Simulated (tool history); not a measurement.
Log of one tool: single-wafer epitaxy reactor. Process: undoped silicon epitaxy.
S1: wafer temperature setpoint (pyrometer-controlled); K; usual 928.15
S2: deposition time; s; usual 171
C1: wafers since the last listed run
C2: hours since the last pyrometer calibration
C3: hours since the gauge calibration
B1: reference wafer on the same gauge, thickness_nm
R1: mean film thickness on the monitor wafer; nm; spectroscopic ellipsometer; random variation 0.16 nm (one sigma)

| run | hour | S1 | S2 | C1 | C2 | C3 | B1 | R1 |
|---|---|---|---|---|---|---|---|---|
| 1 | 0.0 | 928.15 | 171 | 0 | 2476.8 | 547.4 | 42.527 | 31.968 |
| 2 | 11.3 | 928.15 | 171 | 105 | 2488.1 | 558.7 | 42.506 | 31.969 |
| 3 | 26.1 | 928.15 | 171 | 138 | 2502.9 | 573.5 | 42.533 | 31.891 |
| 4 | 42.8 | 928.15 | 160 | 156 | 2519.6 | 590.2 | 42.486 | 29.816 |
| 5 | 51.9 | 928.15 | 160 | 85 | 2528.7 | 599.3 | 42.492 | 29.832 |
| 6 | 58.2 | 928.15 | 160 | 59 | 2535.0 | 605.6 | 42.443 | 29.810 |
| 7 | 67.8 | 928.15 | 171 | 89 | 2544.6 | 615.2 | 42.485 | 31.804 |
| 8 | 112.1 | 928.15 | 171 | 414 | 2588.9 | 659.5 | 42.494 | 31.564 |
| 9 | 125.1 | 928.15 | 171 | 121 | 2601.9 | 672.5 | 42.490 | 31.679 |
| 10 | 131.2 | 928.15 | 171 | 57 | 2608.0 | 678.6 | 42.485 | 31.390 |
| 11 | 141.8 | 928.15 | 171 | 99 | 2618.6 | 689.2 | 42.501 | 31.588 |
| 12 | 156.8 | 928.15 | 171 | 140 | 2633.6 | 704.2 | 42.494 | 31.716 |
| 13 | 165.2 | 928.15 | 171 | 78 | 2642.0 | 712.6 | 42.520 | 31.585 |
| 14 | 175.6 | 928.15 | 171 | 97 | 2652.4 | 723.0 | 42.548 | 31.511 |
| 15 | 190.5 | 928.15 | 171 | 139 | 2667.3 | 737.9 | 42.537 | 31.346 |
| 16 | 197.8 | 928.15 | 171 | 68 | 2674.6 | 745.2 | 42.572 | 31.351 |
|  | 204.1 | gauge calibrated |
| 17 | 209.9 | 928.15 | 193 | 113 | 2686.7 | 5.8 | 42.552 | 35.403 |
| 18 | 224.6 | 928.15 | 193 | 137 | 2701.4 | 20.5 | 42.514 | 35.104 |
| 19 | 234.5 | 928.15 | 193 | 92 | 2711.3 | 30.4 | 42.574 | 35.521 |
| 20 | 243.4 | 928.15 | 146 | 83 | 2720.2 | 39.3 | 42.552 | 26.669 |
| 21 | 254.8 | 924.15 | 171 | 106 | 2731.6 | 50.7 | 42.497 | 28.457 |
| 22 | 272.5 | 928.15 | 171 | 165 | 2749.3 | 68.4 | 42.482 | 31.016 |
| 23 | 282.2 | 928.15 | 171 | 90 | 2759.0 | 78.1 | 42.401 | 31.259 |
|  | 300.6 | pyrometer calibrated |
| 24 | 306.1 | 941.15 | 171 | 148 | 5.5 | 102.0 | 42.547 | 47.990 |
| 25 | 320.4 | 942.15 | 162 | 133 | 19.8 | 116.3 | 42.520 | 46.054 |

The next listed run, before its measurement:
| 26 | 333.3 | 914.15 | 171 | 120 | 32.7 | 129.2 | ? | ? |

{"run 26": {"B1": 42.474, "R1": 26.659}}
Without the tool's hidden state the same run would have given R1 26.678 nm.
